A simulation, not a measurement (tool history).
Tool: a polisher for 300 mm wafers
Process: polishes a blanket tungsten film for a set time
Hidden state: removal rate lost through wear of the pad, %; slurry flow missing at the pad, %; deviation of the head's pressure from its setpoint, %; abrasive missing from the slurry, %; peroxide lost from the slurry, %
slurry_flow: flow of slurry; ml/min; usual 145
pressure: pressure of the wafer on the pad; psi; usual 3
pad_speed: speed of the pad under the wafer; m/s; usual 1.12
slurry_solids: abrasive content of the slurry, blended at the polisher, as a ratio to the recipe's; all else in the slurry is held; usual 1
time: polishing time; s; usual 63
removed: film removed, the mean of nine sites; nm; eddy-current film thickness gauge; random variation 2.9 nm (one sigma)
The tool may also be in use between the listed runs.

run	day	slurry_flow	pressure	pad_speed	slurry_solids	time	wafers since the last listed run	wafers polished on this pad	hours since the slurry nozzle was cleaned	hours since the head pressure was calibrated	hours since the slurry blender was calibrated	hours since the slurry got fresh peroxide	incoming thickness of the incoming film, nm	removed
1	0	145	3	1.12	1	63	0	45	162	1335	121.6	71.4	749	236.6
2	0.692	145	3	1.12	1	63	195	241	178.6	1351.6	138.2	88	753.6	237.2
# day 1.258: slurry blender recalibrated
3	1.279	130	3	1.12	1.15	63	142	383	192.7	1365.7	0.5	102.1	738.4	268.5
4	1.758	130	3	1.12	1.15	63	135	519	204.2	1377.2	12	113.6	736.7	267.1
# day 1.983: worn pad replaced by a new one
5	2.221	145	3	1.12	1	63	83	66	215.3	1388.3	23.1	124.7	766.6	267.3
6	2.654	145	3	1.12	1	63	122	189	225.7	1398.7	33.5	135.1	766.3	256.9
7	3.221	145	3	1.12	1	63	160	349	239.3	1412.3	47.1	148.7	748.3	257.9
# day 3.483: slurry nozzle cleaned
8	3.529	145	3	1.12	1	63	75	425	1.1	1419.7	54.5	156.1	754.3	253.2
# day 3.996: worn pad replaced by a new one
9	4.017	145	3	1.12	1	63	90	6	12.8	1431.4	66.2	167.8	738.5	256.9
10	4.254	145	3	1.12	1	63	67	73	18.5	1437.1	71.9	173.5	738.6	249.1
11	4.558	160	2.6	0.92	1	63	86	159	25.8	1444.4	79.2	180.8	751.6	194.8
12	4.921	145	3	1.12	1	63	102	262	34.5	1453.1	87.9	189.5	739	250.9
# day 5.079: slurry tank refilled with fresh slurry and peroxide
13	5.55	145	3	1.12	1	63	166	428	49.6	1468.2	103	11.3	750.3	243.1
# day 6.125: worn pad replaced by a new one
14	6.146	145	2.1	1.12	1	63	121	6	63.9	1482.5	117.3	25.6	746.7	196.6
15	6.579	100	3	1.12	1	63	122	128	74.3	1492.9	127.7	36	748.4	221.7
# day 6.75: slurry blender recalibrated
# day 6.767: head pressure recalibrated
16	6.883	130	3	1.4	1.2	63	57	186	81.6	2.8	3.2	43.3	746.9	331.8
17	7.521	185	3.6	1.12	1.1	63	180	366	96.9	18.1	18.5	58.6	751.7	316.6

Forecast run 18:
# day 8.229: worn pad replaced by a new one
18	8.838	95	3.3	1.12	1	63	325	172	128.5	49.7	50.1	90.2	748.6	?

removed: 244.2 nm
Without the tool's hidden state the same run would have given removed 254.1 nm.
